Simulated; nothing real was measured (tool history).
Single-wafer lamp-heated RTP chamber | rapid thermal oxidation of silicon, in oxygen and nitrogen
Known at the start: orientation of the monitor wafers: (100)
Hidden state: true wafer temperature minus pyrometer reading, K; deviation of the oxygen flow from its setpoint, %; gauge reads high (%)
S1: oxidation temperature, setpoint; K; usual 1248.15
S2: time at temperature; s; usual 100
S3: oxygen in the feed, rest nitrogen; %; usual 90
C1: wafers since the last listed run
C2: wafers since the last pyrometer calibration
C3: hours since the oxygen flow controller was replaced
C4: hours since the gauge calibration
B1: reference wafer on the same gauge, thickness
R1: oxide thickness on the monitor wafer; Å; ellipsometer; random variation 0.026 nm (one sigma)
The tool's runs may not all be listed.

| run | hour | S1 | S2 | S3 | C1 | C2 | C3 | C4 | B1 | R1 |
|---|---|---|---|---|---|---|---|---|---|---|
| 1 | 0.0 | 1248.15 | 100 | 90 | 0 | 2889 | 2039.4 | 1747.0 | 5.592 | 63.40 |
| 2 | 97.7 | 1248.15 | 100 | 90 | 1234 | 4123 | 2137.1 | 1844.7 | 5.598 | 62.70 |
| 3 | 176.6 | 1248.15 | 119 | 90 | 996 | 5120 | 2216.0 | 1923.6 | 5.596 | 67.78 |
| 4 | 238.2 | 1248.15 | 119 | 90 | 778 | 5898 | 2277.6 | 1985.2 | 5.593 | 68.85 |
| 5 | 340.3 | 1248.15 | 100 | 90 | 1290 | 7189 | 2379.7 | 2087.3 | 5.598 | 63.24 |
|  | 356.6 | pyrometer window cleaned and pyrometer calibrated |
| 6 | 395.5 | 1248.15 | 100 | 90 | 596 | 490 | 2434.9 | 2142.5 | 5.599 | 63.08 |
| 7 | 431.9 | 1248.15 | 100 | 90 | 459 | 950 | 2471.3 | 2178.9 | 5.603 | 63.87 |
| 8 | 512.3 | 1261.15 | 100 | 90 | 1015 | 1966 | 2551.7 | 2259.3 | 5.608 | 69.97 |
| 9 | 563.0 | 1248.15 | 100 | 90 | 640 | 2607 | 2602.4 | 2310.0 | 5.608 | 63.57 |
| 10 | 665.0 | 1248.15 | 100 | 90 | 1288 | 3896 | 2704.4 | 2412.0 | 5.606 | 63.53 |
| 11 | 748.6 | 1248.15 | 100 | 90 | 1056 | 4952 | 2788.0 | 2495.6 | 5.606 | 63.25 |
| 12 | 784.7 | 1248.15 | 100 | 90 | 456 | 5408 | 2824.1 | 2531.7 | 5.610 | 63.02 |
| 13 | 863.6 | 1248.15 | 100 | 90 | 996 | 6405 | 2903.0 | 2610.6 | 5.608 | 63.90 |
|  | 880.6 | pyrometer window cleaned and pyrometer calibrated |
| 14 | 927.7 | 1248.15 | 100 | 90 | 708 | 595 | 2967.1 | 2674.7 | 5.609 | 63.28 |
| 15 | 968.6 | 1248.15 | 100 | 90 | 516 | 1112 | 3008.0 | 2715.6 | 5.608 | 63.14 |
| 16 | 1036.7 | 1248.15 | 100 | 90 | 860 | 1972 | 3076.1 | 2783.7 | 5.604 | 63.38 |
|  | 1115.4 | gauge calibrated |
| 17 | 1128.4 | 1248.15 | 100 | 90 | 1158 | 3131 | 3167.8 | 13.0 | 5.451 | 61.44 |
| 18 | 1301.5 | 1248.15 | 72 | 90 | 2187 | 5318 | 3340.9 | 186.1 | 5.480 | 53.63 |
| 19 | 1373.4 | 1248.15 | 100 | 90 | 908 | 6227 | 3412.8 | 258.0 | 5.487 | 61.84 |
|  | 1423.7 | pyrometer window cleaned and pyrometer calibrated |
| 20 | 1472.3 | 1248.15 | 100 | 90 | 1148 | 614 | 3511.7 | 356.9 | 5.495 | 61.72 |
| 21 | 1558.9 | 1248.15 | 119 | 90 | 1094 | 1708 | 3598.3 | 443.5 | 5.504 | 67.41 |
| 22 | 1663.0 | 1248.15 | 100 | 90 | 1315 | 3023 | 3702.4 | 547.6 | 5.516 | 62.47 |
| 23 | 1765.3 | 1248.15 | 100 | 98 | 1292 | 4316 | 3804.7 | 649.9 | 5.527 | 64.16 |
| 24 | 1807.0 | 1273.15 | 52 | 81 | 526 | 4843 | 3846.4 | 691.6 | 5.525 | 54.38 |
|  | 1888.4 | oxygen flow controller replaced |
| 25 | 1897.9 | 1240.15 | 100 | 62 | 1047 | 5890 | 9.5 | 782.5 | 5.537 | 51.73 |
| 26 | 1986.2 | 1264.15 | 83 | 98 | 1115 | 7006 | 97.8 | 870.8 | 5.541 | 67.58 |
|  | 2003.3 | pyrometer window cleaned and pyrometer calibrated |
| 27 | 2072.3 | 1276.15 | 119 | 69 | 986 | 871 | 183.9 | 956.9 | 5.555 | 76.06 |
| 28 | 2130.8 | 1266.15 | 81 | 65 | 739 | 1610 | 242.4 | 1015.4 | 5.554 | 58.55 |
| 29 | 2212.6 | 1239.15 | 122 | 98 | 1033 | 2644 | 324.2 | 1097.2 | 5.558 | 65.98 |
| 30 | 2289.6 | 1264.15 | 83 | 98 | 972 | 3617 | 401.2 | 1174.2 | 5.560 | 67.00 |
| 31 | 2343.5 | 1263.15 | 100 | 78 | 681 | 4298 | 455.1 | 1228.1 | 5.564 | 66.65 |
| 32 | 2411.0 | 1230.15 | 100 | 68 | 852 | 5151 | 522.6 | 1295.6 | 5.567 | 50.00 |
| 33 | 2457.2 | 1248.15 | 100 | 81 | 583 | 5735 | 568.8 | 1341.8 | 5.567 | 60.59 |
|  | 2475.2 | pyrometer window cleaned and pyrometer calibrated |
| 34 | 2549.4 | 1248.15 | 51 | 66 | 1063 | 938 | 661.0 | 1434.0 | 5.577 | 42.43 |

3 ways to go on from here, each from the tool as it stands after run 34. What would each give?
| A | 2549.8 | 1248.15 | 120 | 90 | 5 | 943 | 661.4 | 1434.4 | ? | ? |
| B | 2549.8 | 1260.15 | 124 | 79 | 5 | 943 | 661.4 | 1434.4 | ? | ? |
| C | 2549.8 | 1248.15 | 147 | 90 | 5 | 943 | 661.4 | 1434.4 | ? | ? |

| run | B1 | R1 |
|---|---|---|
| A | 5.566 | 68.41 |
| B | 5.566 | 72.63 |
| C | 5.566 | 75.01 |
Without the tool's hidden state the same runs would have given:
| run | R1 |
|---|---|
| A | 66.90 |
| B | 71.03 |
| C | 73.36 |
